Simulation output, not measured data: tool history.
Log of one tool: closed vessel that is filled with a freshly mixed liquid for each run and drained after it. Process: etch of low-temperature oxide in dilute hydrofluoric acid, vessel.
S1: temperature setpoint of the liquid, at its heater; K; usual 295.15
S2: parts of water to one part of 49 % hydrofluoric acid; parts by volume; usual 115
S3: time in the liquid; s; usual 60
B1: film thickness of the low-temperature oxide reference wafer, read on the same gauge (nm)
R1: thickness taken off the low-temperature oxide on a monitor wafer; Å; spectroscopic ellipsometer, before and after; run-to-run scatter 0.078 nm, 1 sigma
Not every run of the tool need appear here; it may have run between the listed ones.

Run 1, day 0.000: usual settings; B1 130.03. Result: R1 88.7 Å.
Run 2, day 0.750: usual settings but S3 45 s; B1 129.98. Result: R1 65.0 Å.
Run 3, day 2.438: usual settings but S3 45 s; B1 129.93. Result: R1 64.5 Å.
Run 4, day 3.158: usual settings but S3 45 s; B1 129.99. Result: R1 64.3 Å.
At day 3.696: hydrofluoric acid flow meter replaced.
Run 5, day 3.825: usual settings; B1 129.98. Result: R1 100.3 Å.
Run 6, day 4.425: usual settings; B1 130.04. Result: R1 100.6 Å.
At day 4.917: gauge calibrated.
At day 4.933: thermometer replaced.
Run 7, day 6.238: usual settings; B1 130.01. Result: R1 99.7 Å.
Run 8, day 6.829: usual settings but S2 90 parts by volume; B1 129.99. Result: R1 130.5 Å.
Run 9, day 7.317: usual settings but S2 65 parts by volume; B1 129.98. Result: R1 186.2 Å.
Run 10, day 7.650: usual settings; B1 129.98. Result: R1 96.9 Å.
Run 11, day 8.046: usual settings but S1 297.15 K, S2 140 parts by volume, S3 85 s; B1 129.99. Result: R1 119.8 Å.
Run 12, day 9.662: usual settings but S2 60 parts by volume, S3 35 s; B1 130.03. Result: R1 118.0 Å.
Run 13, day 10.392: usual settings but S1 292.65 K, S2 85 parts by volume, S3 30 s; B1 130.01. Result: R1 61.9 Å.
Run 14, day 10.675: usual settings but S2 55 parts by volume; B1 130.03. Result: R1 220.0 Å.

5 ways to go on from here, each from the tool as it stands after run 14. What would each give?
Run A, day 10.704: usual settings; B1 ?. Result: R1 ?.
Run B, day 10.704: usual settings but S1 299.65 K, S3 80 s; B1 ?. Result: R1 ?.
Run C, day 10.704: usual settings but S1 297.15 K, S2 145 parts by volume, S3 95 s; B1 ?. Result: R1 ?.
Run D, day 10.704: usual settings but S1 297.65 K, S2 170 parts by volume, S3 85 s; B1 ?. Result: R1 ?.
Run E, day 10.704: usual settings but S1 298.15 K, S3 80 s; B1 ?. Result: R1 ?.

run      B1     R1
  A  129.97   96.3
  B  129.97  153.0
  C  129.97  126.2
  D  129.97   95.3
  E  129.97  144.4
Had the tool no hidden state, the same runs would have come out as:
run     R1
  A  100.5
  B  159.8
  C  131.9
  D   99.7
  E  150.8
